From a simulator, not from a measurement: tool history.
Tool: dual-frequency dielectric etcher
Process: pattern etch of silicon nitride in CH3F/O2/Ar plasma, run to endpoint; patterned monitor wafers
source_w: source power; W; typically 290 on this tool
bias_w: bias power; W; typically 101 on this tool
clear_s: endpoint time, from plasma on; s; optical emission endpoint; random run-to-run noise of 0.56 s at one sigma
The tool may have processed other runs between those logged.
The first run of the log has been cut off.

| run | hour | source_w | bias_w | wafers since the last listed run | hours since the last wet clean | hours since the last source power generator calibration | hours since the last bias power generator calibration | hours since the last upper electrode change | incoming incoming film thickness, nm | clear_s |
|---|---|---|---|---|---|---|---|---|---|---|
|  | 58.9 | wet clean of the chamber |
| 2 | 77.9 | 290 | 101 | 845 | 19 | 1219.9 | 3060.8 | 3990.1 | 44.9 | 66.6 |
| 3 | 159.6 | 290 | 101 | 1281 | 100.7 | 1301.6 | 3142.5 | 4071.8 | 44.61 | 66 |
| 4 | 251.3 | 290 | 101 | 1437 | 192.4 | 1393.3 | 3234.2 | 4163.5 | 45.1 | 68 |
| 5 | 312.6 | 290 | 101 | 961 | 253.7 | 1454.6 | 3295.5 | 4224.8 | 45.1 | 68.3 |
| 6 | 382.3 | 290 | 101 | 1092 | 323.4 | 1524.3 | 3365.2 | 4294.5 | 44.69 | 67.2 |
| 7 | 425.4 | 290 | 101 | 675 | 366.5 | 1567.4 | 3408.3 | 4337.6 | 44.98 | 67.9 |
|  | 502.8 | bias power generator calibrated |
| 8 | 525.6 | 290 | 101 | 1508 | 466.7 | 1667.6 | 22.8 | 4437.8 | 45.63 | 69.8 |
| 9 | 579.2 | 290 | 101 | 840 | 520.3 | 1721.2 | 76.4 | 4491.4 | 44.45 | 69.3 |
| 10 | 629.7 | 290 | 101 | 791 | 570.8 | 1771.7 | 126.9 | 4541.9 | 45.33 | 69.8 |
|  | 688.2 | source power generator calibrated |
| 11 | 707 | 290 | 101 | 1149 | 648.1 | 18.8 | 204.2 | 4619.2 | 45.04 | 69.4 |
|  | 827.7 | wet clean of the chamber |
|  | 914.8 | upper electrode replaced |
| 12 | 952.3 | 310 | 121 | 3093 | 124.6 | 264.1 | 449.5 | 37.5 | 45.78 | 64 |
| 13 | 1000.4 | 290 | 101 | 754 | 172.7 | 312.2 | 497.6 | 85.6 | 45.08 | 67.8 |
| 14 | 1064.6 | 330 | 116 | 1006 | 236.9 | 376.4 | 561.8 | 149.8 | 44.59 | 61 |
| 15 | 1261.6 | 230 | 82 | 3088 | 433.9 | 573.4 | 758.8 | 346.8 | 44.39 | 81.9 |
| 16 | 1335.2 | 290 | 81 | 1154 | 507.5 | 647 | 832.4 | 420.4 | 44.71 | 71.9 |
| 17 | 1388.8 | 290 | 124 | 840 | 561.1 | 700.6 | 886 | 474 | 45.39 | 67.7 |
| 18 | 1453.9 | 270 | 83 | 1020 | 626.2 | 765.7 | 951.1 | 539.1 | 45.25 | 75.8 |
| 19 | 1498.1 | 290 | 125 | 693 | 670.4 | 809.9 | 995.3 | 583.3 | 45.18 | 66.6 |
| 20 | 1593.5 | 250 | 101 | 1495 | 765.8 | 905.3 | 1090.7 | 678.7 | 44.95 | 77.6 |
|  | 1700.1 | wet clean of the chamber |
| 21 | 1700.6 | 230 | 78 | 1302 | 0.5 | 1012.4 | 1197.8 | 785.8 | 45.08 | 81.1 |
| 22 | 1755.7 | 360 | 85 | 863 | 55.6 | 1067.5 | 1252.9 | 840.9 | 45.24 | 61.1 |

Run 23 comes next. What will it give?
| 23 | 1806.3 | 290 | 101 | 793 | 106.2 | 1118.1 | 1303.5 | 891.5 | 45.14 | ? |

{"run 23": {"clear_s": 66.9}}
The same run, on a tool lacking any hidden state, would have yielded clear_s 66.4 s.
